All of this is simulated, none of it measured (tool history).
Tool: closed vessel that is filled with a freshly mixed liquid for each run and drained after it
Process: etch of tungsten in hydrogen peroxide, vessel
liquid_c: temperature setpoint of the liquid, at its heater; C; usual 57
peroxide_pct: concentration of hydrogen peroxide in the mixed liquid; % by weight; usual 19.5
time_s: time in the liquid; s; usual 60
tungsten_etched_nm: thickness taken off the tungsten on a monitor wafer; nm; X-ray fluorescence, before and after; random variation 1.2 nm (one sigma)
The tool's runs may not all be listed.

run	day	liquid_c	peroxide_pct	time_s	wafers since the last listed run	hours since the thermometer was replaced	hours since the peroxide flow meter was replaced	hours since the drum of peroxide was connected	hours since the gauge calibration	read-back film thickness of the tungsten reference wafer, read on the same gauge (nm)	tungsten_etched_nm
1	0	57	19.5	60	0	492.8	1693.6	909.1	110.2	49.99	261.3
2	0.596	57	19.5	60	914	507.1	1707.9	923.4	124.5	49.99	261.01
3	1.133	57	19.5	60	824	520	1720.8	936.3	137.4	49.99	262.26
4	1.479	57	19.5	60	530	528.3	1729.1	944.6	145.7	49.99	260.06
5	2.038	57	19.5	60	856	541.7	1742.5	958	159.1	50.03	261.69
6	2.775	57	19.5	60	1131	559.4	1760.2	975.7	176.8	50	264.59
7	3.417	57	19.5	60	984	574.8	1775.6	991.1	192.2	50.01	263.44
# day 3.775: peroxide flow meter replaced
8	3.958	57	19.5	60	767	587.8	4.4	1004.1	205.2	50	262.63
# day 4.196: thermometer replaced
9	4.208	57	19.5	60	319	0.3	10.4	1010.1	211.2	50.01	286.4
10	4.475	57	19.5	60	409	6.7	16.8	1016.5	217.6	50.01	288.46
# day 4.946: new drum of peroxide connected
11	5.075	57	19.5	50	856	21.1	31.2	3.1	232	49.99	240.18
12	5.462	50	23	60	594	30.4	40.5	12.4	241.3	50	208.22
# day 5.6: thermometer replaced, repeated, since the last time left the tool worse
13	5.733	50	16	60	351	3.2	47	18.9	247.8	50.01	142.29
# day 6.217: gauge calibrated
14	6.338	57	19.5	60	926	17.7	61.5	33.4	2.9	50	239.04
15	7.442	53	25	45	1694	44.2	88	59.9	29.4	49.99	162.37
16	8.088	61.5	21.5	60	990	59.7	103.5	75.4	44.9	49.99	332.24
17	8.562	57	23	30	728	71.1	114.9	86.8	56.3	50	131.56
18	8.825	57	23.5	40	402	77.4	121.2	93.1	62.6	49.99	179.71

Forecast each of these 4 alternatives for the next run:
A	8.854	57	19.5	30	44	78.1	121.9	93.8	63.3	?	?
B	8.854	63.5	16	75	44	78.1	121.9	93.8	63.3	?	?
C	8.854	51.5	15.5	60	44	78.1	121.9	93.8	63.3	?	?
D	8.854	62.5	24.5	30	44	78.1	121.9	93.8	63.3	?	?

run	read-back film thickness of the tungsten reference wafer, read on the same gauge (nm)	tungsten_etched_nm
A	50.03	121.39
B	50.03	398.99
C	50.03	156.09
D	50.03	186.66
Without the tool's hidden state the same runs would have given:
run	tungsten_etched_nm
A	119.21
B	392.09
C	153.19
D	183.42
